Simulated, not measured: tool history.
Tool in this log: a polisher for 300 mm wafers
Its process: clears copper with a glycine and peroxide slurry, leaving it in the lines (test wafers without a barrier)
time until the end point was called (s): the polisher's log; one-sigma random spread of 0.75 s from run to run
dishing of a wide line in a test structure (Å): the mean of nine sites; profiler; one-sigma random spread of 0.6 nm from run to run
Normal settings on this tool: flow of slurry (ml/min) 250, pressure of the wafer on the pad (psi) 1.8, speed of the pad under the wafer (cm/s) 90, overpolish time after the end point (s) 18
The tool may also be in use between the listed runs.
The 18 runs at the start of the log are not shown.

run	day	flow of slurry (ml/min)	pressure of the wafer on the pad (psi)	speed of the pad under the wafer (cm/s)	overpolish time after the end point (s)	wafers since the last listed run	wafers polished on this pad	hours since the slurry nozzle was cleaned	hours since the head pressure was calibrated	incoming thickness of the incoming film, nm	time until the end point was called (s)	dishing of a wide line in a test structure (Å)
19	67.217	250	2.2	68	18	1535	5738	300.8	1296.6	254.1	65.5	418
# day 77.925: worn pad replaced by a new one
20	77.946	250	2	64	18	2495	5	558.3	1554.1	250.2	72.7	393
# day 79.462: head pressure recalibrated
# day 85.95: slurry nozzle cleaned
21	86.067	250	1.8	90	18	1889	1894	2.8	158.5	254.3	70.4	399
22	88.596	250	1.4	90	18	597	2492	63.5	219.2	257.7	90.5	338
23	91.983	250	2.2	90	26	800	3292	144.8	300.5	260.1	59.8	551
24	95.683	340	1.4	64	18	874	4166	233.6	389.3	256.3	97	309
25	102.929	250	1.5	82	15	1712	5879	407.5	563.2	254.8	86.4	298
26	105.688	250	1.8	62	26	651	6530	473.7	629.4	257	82.3	462
27	108.921	250	1.8	90	18	763	7294	551.3	707	254.9	72.2	387
28	111.638	250	1.3	90	18	641	7936	616.5	772.2	252	93.2	320
# day 112.054: worn pad replaced by a new one
29	113.433	250	1.8	98	18	384	325	659.6	815.3	254.1	70.8	385
30	115.021	250	1.8	90	18	375	700	697.7	853.4	258.3	73	381
31	118.988	250	2	64	18	937	1638	792.9	948.6	255.2	73.7	377
# day 122.075: slurry nozzle cleaned
32	122.9	250	1.8	78	10	914	2552	19.8	1042.5	253.7	75.6	242
33	125.288	315	1.3	90	24	564	3116	77.1	1099.8	257.6	93.3	387

5 ways to go on from here, each from the tool as it stands after run 33. What would each give?
A	125.304	250	1.8	108	18	3	3120	77.5	1100.2	255.3	?	?
B	125.304	280	1.3	90	10	3	3120	77.5	1100.2	255.3	?	?
C	125.304	200	1.8	90	18	3	3120	77.5	1100.2	255.3	?	?
D	125.304	335	1.8	90	28	3	3120	77.5	1100.2	255.3	?	?
E	125.304	165	1.8	60	18	3	3120	77.5	1100.2	255.3	?	?

run	time until the end point was called (s)	dishing of a wide line in a test structure (Å)
A	65.5	419
B	94	199
C	71.6	396
D	69.5	536
E	83.6	358
Had the tool no hidden state, the same runs would have come out as:
run	time until the end point was called (s)	dishing of a wide line in a test structure (Å)
A	64.8	422
B	93.1	200
C	70.8	399
D	68.9	539
E	82.5	361
